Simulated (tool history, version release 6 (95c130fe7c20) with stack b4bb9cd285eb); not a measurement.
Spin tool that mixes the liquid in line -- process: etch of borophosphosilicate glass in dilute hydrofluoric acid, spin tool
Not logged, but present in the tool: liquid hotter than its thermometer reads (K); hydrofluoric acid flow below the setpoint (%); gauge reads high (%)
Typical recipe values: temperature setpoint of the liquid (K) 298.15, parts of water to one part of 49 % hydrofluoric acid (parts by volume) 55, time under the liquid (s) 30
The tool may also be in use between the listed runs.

run	hour	temperature setpoint of the liquid (K)	parts of water to one part of 49 % hydrofluoric acid (parts by volume)	time under the liquid (s)	wafers since the last listed run	hours since the thermometer was replaced	hours since the hydrofluoric acid flow meter was replaced	hours since the gauge calibration	read-back film thickness of the borophosphosilicate glass reference wafer, read on the same gauge (nm)	thickness taken off the borophosphosilicate glass on a monitor wafer (angstrom)
1	0.0	298.15	55	30	0	1597.9	685.9	232.8	80.91	381.6
2	71.1	295.65	55	40	782	1669.0	757.0	303.9	81.26	468.4
3	338.5	298.15	55	30	2943	1936.4	1024.4	571.3	82.16	391.2
4	470.1	298.15	55	30	1448	2068.0	1156.0	702.9	82.34	391.8
5	528.1	298.15	55	30	638	2126.0	1214.0	760.9	82.45	389.3
# hour 572.6: thermometer replaced
6	584.5	298.15	55	30	609	11.9	1270.4	817.3	82.48	395.3
7	629.5	298.15	55	30	495	56.9	1315.4	862.3	82.53	397.1
8	711.9	298.15	55	30	906	139.3	1397.8	944.7	82.64	397.0
9	787.1	298.15	55	45	827	214.5	1473.0	1019.9	82.71	585.2
# hour 876.2: gauge calibrated
10	891.4	298.15	55	40	1147	318.8	1577.3	15.2	80.17	511.9
11	941.1	298.15	30	45	547	368.5	1627.0	64.9	80.61	1070.1
# hour 984.2: hydrofluoric acid flow meter replaced
12	993.1	301.15	75	40	561	420.5	8.9	116.9	81.03	417.4
13	1088.9	294.65	65	40	1054	516.3	104.7	212.7	81.63	373.6
14	1127.5	302.65	55	30	424	554.9	143.3	251.3	81.84	472.5

Predict the results of run 15:
15	1200.0	298.15	55	30	797	627.4	215.8	323.8	?	?

{"run 15": {"read-back film thickness of the borophosphosilicate glass reference wafer, read on the same gauge (nm)": 82.19, "thickness taken off the borophosphosilicate glass on a monitor wafer (angstrom)": 385.2}}
Without the tool's hidden state the same run would have given thickness taken off the borophosphosilicate glass on a monitor wafer (angstrom) 374.9.
